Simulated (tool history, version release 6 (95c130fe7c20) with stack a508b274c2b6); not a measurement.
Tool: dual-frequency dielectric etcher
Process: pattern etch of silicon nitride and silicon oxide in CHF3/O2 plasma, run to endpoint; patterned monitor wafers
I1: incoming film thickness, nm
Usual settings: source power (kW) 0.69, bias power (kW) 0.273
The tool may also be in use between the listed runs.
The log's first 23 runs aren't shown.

Run 24, hour 1247.6: usual settings; I1 299.8. Result: endpoint time (s) 160.9.
Run 25, hour 1281.5: usual settings; I1 299.9. Result: endpoint time (s) 160.8.
Run 26, hour 1340.9: usual settings but bias power (kW) 0.291; I1 302.8. Result: endpoint time (s) 157.7.
Run 27, hour 1389.2: usual settings but source power (kW) 0.63, bias power (kW) 0.253; I1 302.7. Result: endpoint time (s) 177.8.
Run 28, hour 1424.4: usual settings but source power (kW) 0.77; I1 300.3. Result: endpoint time (s) 150.7.
Run 29, hour 1469.6: usual settings but source power (kW) 0.85; I1 296.6. Result: endpoint time (s) 141.4.
Run 30, hour 1505.7: usual settings; I1 301.4. Result: endpoint time (s) 163.2.
At hour 1551.5: wet clean of the chamber.
Run 31, hour 1552: usual settings but source power (kW) 0.84, bias power (kW) 0.213; I1 301.8. Result: endpoint time (s) 160.7.
Run 32, hour 1571: usual settings; I1 301.3. Result: endpoint time (s) 162.2.
Run 33, hour 1640.6: usual settings but bias power (kW) 0.228; I1 301.6. Result: endpoint time (s) 176.4.

3 ways to go on from here, each from the tool as it stands after run 33. What would each give?
Run A, hour 1641.1: usual settings; I1 300. Result: endpoint time (s) ?.
Run B, hour 1641.1: usual settings but source power (kW) 0.59; I1 300. Result: endpoint time (s) ?.
Run C, hour 1641.1: usual settings but source power (kW) 0.6; I1 300. Result: endpoint time (s) ?.

run  endpoint time (s)
  A                163
  B                180
  C                178
Without the tool's hidden state the same runs would have given:
run  endpoint time (s)
  A                163
  B                180
  C                178
